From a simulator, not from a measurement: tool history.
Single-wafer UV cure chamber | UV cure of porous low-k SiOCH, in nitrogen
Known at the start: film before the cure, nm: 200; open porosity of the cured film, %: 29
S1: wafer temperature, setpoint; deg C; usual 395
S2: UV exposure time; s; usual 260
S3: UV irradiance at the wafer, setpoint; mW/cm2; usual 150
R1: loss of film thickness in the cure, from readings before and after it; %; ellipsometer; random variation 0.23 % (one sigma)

run,day,S1,S2,S3,R1
1,0,395,260,150,17.684
2,1.942,395,260,150,16.977
3,4.475,395,260,150,17.387
4,6.638,395,260,150,17.124
5,9.479,406,260,150,17.449
6,12.042,406,260,150,17.628
7,14.975,406,260,150,17.465
8,16.633,395,260,150,16.574
9,18.812,395,260,150,17.718
10,20.171,395,260,150,16.91
11,21.992,395,260,122,15.78
12,26.296,395,260,122,15.956
13,28.004,395,260,122,15.669
14,29.567,395,195,127,14.823
15,32.708,395,195,127,14.261
16,34.771,395,260,150,17.226
17,36.333,395,260,150,17.383
18,38.742,395,260,150,17.367
19,40.171,395,260,150,17.362
20,41.95,395,260,150,17.161
21,43.779,395,260,150,17.684
22,45.838,411,155,133,13.856
23,48.171,405,360,125,18.139
24,51.112,385,185,177,16.299
25,52.462,395,260,127,16.593
26,54.554,395,260,150,17.098
27,57.279,395,260,150,17.549
28,59.471,395,260,119,15.815
29,60.558,390,260,150,16.81
30,61.692,408,405,122,19.018
31,63.762,409,105,173,13.198
32,65.125,395,260,111,15.533
33,67.488,395,395,150,19.135
34,68.704,395,150,150,14.274
35,70.967,395,330,113,16.846
36,72.767,388,380,117,17.62
37,74.883,395,260,113,15.559
38,77.483,395,260,113,15.707
39,79.154,409,385,137,19.104
40,80.875,395,215,150,16.435

Taken out of this log: 4 entries between the listed runs. Where each belongs, and how the hidden state differs across it:
Between runs 2 and 3: quartz window cleaned (day 3.546)
  no hidden state differs between the two runs
Between runs 15 and 16: quartz window cleaned (day 33.854)
  no hidden state differs between the two runs
Between runs 23 and 24: UV bulbs replaced (day 50.746)
  no hidden state differs between the two runs
Between runs 30 and 31: quartz window cleaned (day 63.133)
  no hidden state differs between the two runs
